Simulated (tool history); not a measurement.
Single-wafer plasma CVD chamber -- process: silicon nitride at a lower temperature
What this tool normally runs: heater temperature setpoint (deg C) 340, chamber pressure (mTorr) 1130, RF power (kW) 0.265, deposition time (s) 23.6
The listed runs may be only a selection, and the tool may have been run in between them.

run    hour  heater temperature setpoint (deg C)  chamber pressure (mTorr)  RF power (kW)  deposition time (s)  read-back reference wafer on the same gauge, thickness_nm  mean film thickness on the monitor wafer (nm)
  1       0                                  333                      1130          0.265                 23.6                                                     25.203                                         25.978
  2      63                                  333                      1130          0.265                 23.6                                                      25.19                                         26.303
  3   149.8                                  340                      1130          0.295                 23.6                                                     25.201                                         27.385
  4   194.9                                  340                      1130          0.295                 23.6                                                     25.171                                          27.29
  5   235.6                                  340                       860          0.265                 23.6                                                     25.135                                         21.961
  6     286                                  340                      1340          0.265                 21.7                                                     25.278                                         25.783
  7   331.4                                  340                      1130          0.265                 23.6                                                     25.168                                         26.003
  8   418.9                                  345                      1130          0.265                 23.6                                                     25.169                                         26.281
  9   490.6                                  340                      1050          0.265                 23.6                                                     25.228                                         25.137
 10     549                                  340                      1130          0.265                 26.9                                                     25.226                                         29.732
 11   641.2                                  340                       960          0.265                 26.3                                                     25.212                                         26.883
      662.3  -- capacitance manometer re-zeroed and calibrated
      681.7  -- gauge calibrated
 12   690.4                                  344                      1060           0.29                 23.6                                                     25.167                                         25.821
 13   752.3                                  340                      1130          0.265                 21.4                                                     25.167                                         23.416
      791.2  -- RF generator calibrated
 14   791.7                                  353                      1130          0.265                 27.2                                                     25.191                                         29.423
 15   883.1                                  349                      1130          0.265                 27.6                                                     25.176                                         30.208
 16   950.5                                  328                       920            0.3                 23.6                                                     25.232                                         23.986
 17  1033.2                                  340                       880           0.25                 23.6                                                     25.213                                         21.467
     1244.5  -- thermocouple changed; heater temperature recalibrated
 18    1245                                  328                      1130          0.265                 21.2                                                     25.199                                         23.227
 19  1410.9                                  346                      1310          0.315                 23.6                                                     25.203                                         29.798
 20  1504.8                                  340                      1130          0.265                 23.6                                                     25.202                                         26.156
     1588.5  -- RF generator calibrated
 21  1589.3                                  340                      1130           0.29                 23.6                                                     25.184                                         26.927
 22  1681.5                                  340                      1130           0.25                 24.9                                                     25.224                                         26.765
 23  1763.4                                  340                      1030          0.265                 23.6                                                     25.213                                         24.553
 24  1817.4                                  340                      1130          0.265                 23.6                                                     25.208                                         25.868
 25  1872.3                                  340                      1310          0.265                 23.6                                                     25.214                                         27.918
 26  1930.7                                  340                      1000          0.265                 23.6                                                     25.196                                         24.514
 27  2022.4                                  340                      1220          0.265                 23.6                                                     25.221                                         26.852

What if the next run were any one of these 5? Each begins from the tool's condition after run 27:
  A  2022.8                                  340                       890          0.265                 23.6                                                          ?                                              ?
  B  2022.8                                  345                      1130           0.31                 23.6                                                          ?                                              ?
  C  2022.8                                  340                      1330          0.305                 23.6                                                          ?                                              ?
  D  2022.8                                  333                      1130          0.265                 19.1                                                          ?                                              ?
  E  2022.8                                  340                      1130          0.265                 20.1                                                          ?                                              ?

run  read-back reference wafer on the same gauge, thickness_nm  mean film thickness on the monitor wafer (nm)
  A                                                     25.242                                         22.422
  B                                                     25.242                                         27.643
  C                                                     25.242                                         29.676
  D                                                     25.242                                         21.083
  E                                                     25.242                                         22.121
Without the tool's unlogged condition, the same runs would have read:
run  mean film thickness on the monitor wafer (nm)
  A                                         22.163
  B                                         27.398
  C                                         29.433
  D                                         20.897
  E                                         21.926

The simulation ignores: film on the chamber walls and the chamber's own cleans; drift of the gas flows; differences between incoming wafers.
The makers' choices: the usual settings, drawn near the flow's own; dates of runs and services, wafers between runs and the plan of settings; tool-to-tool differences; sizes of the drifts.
